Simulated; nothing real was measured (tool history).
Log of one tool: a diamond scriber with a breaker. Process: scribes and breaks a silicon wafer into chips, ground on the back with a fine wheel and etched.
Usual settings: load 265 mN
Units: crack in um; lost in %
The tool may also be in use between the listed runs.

run     day  load  incoming depth of the damage left on the back of the incoming wafer, um  crack   lost
  1       0   232                                                                      0.5  11.02   2.27
  2   2.521   232                                                                     0.76  10.94   1.96
  3     3.9   243                                                                     0.73  10.67   2.15
      4.475  -- load on the tip recalibrated
  4   4.804   265                                                                     0.44  11.54   1.44
  5   6.292   265                                                                     0.67  11.34   1.46
  6  10.521   265                                                                     0.59  11.12   1.69
  7  11.775   265                                                                     0.43   11.3   1.87
  8  14.038   265                                                                     0.38  10.79   2.11
     16.317  -- diamond tip replaced by a new one
  9  16.888   265                                                                     0.31    9.5   7.16
 10  19.962   265                                                                     0.48   9.55   6.36
     20.988  -- load on the tip recalibrated
 11    21.4   265                                                                     0.48   9.38   6.73
 12  22.112   234                                                                      0.7   8.73   9.95
 13  23.346   234                                                                     0.74    8.7  10.53
       23.6  -- diamond tip replaced by a new one, repeated, since the last time left the tool worse
 14    24.3   234                                                                     0.41   11.4   1.98
 15  25.767   286                                                                     0.42  12.72   1.29
 16  26.462   265                                                                      0.7  11.79   1.33
 17  29.258   297                                                                     0.34  13.01   1.59
 18  29.988   265                                                                     0.65  11.88   1.17
 19  31.433   265                                                                     0.39  11.76   1.14
 20  32.242   310                                                                     0.66  13.62   1.82
 21  32.771   300                                                                     0.32   12.6   1.58
 22  34.254   245                                                                     0.31   11.5   1.57
 23  35.488   192                                                                     0.65   9.76   5.08

Forecast run 24:
 24  36.638   236                                                                     0.67      ?     ?

{"run 24": {"crack": 11.04, "lost": 1.95}}
Without the tool's hidden state the same run would have given crack 11.36 um, lost 1.54 %.

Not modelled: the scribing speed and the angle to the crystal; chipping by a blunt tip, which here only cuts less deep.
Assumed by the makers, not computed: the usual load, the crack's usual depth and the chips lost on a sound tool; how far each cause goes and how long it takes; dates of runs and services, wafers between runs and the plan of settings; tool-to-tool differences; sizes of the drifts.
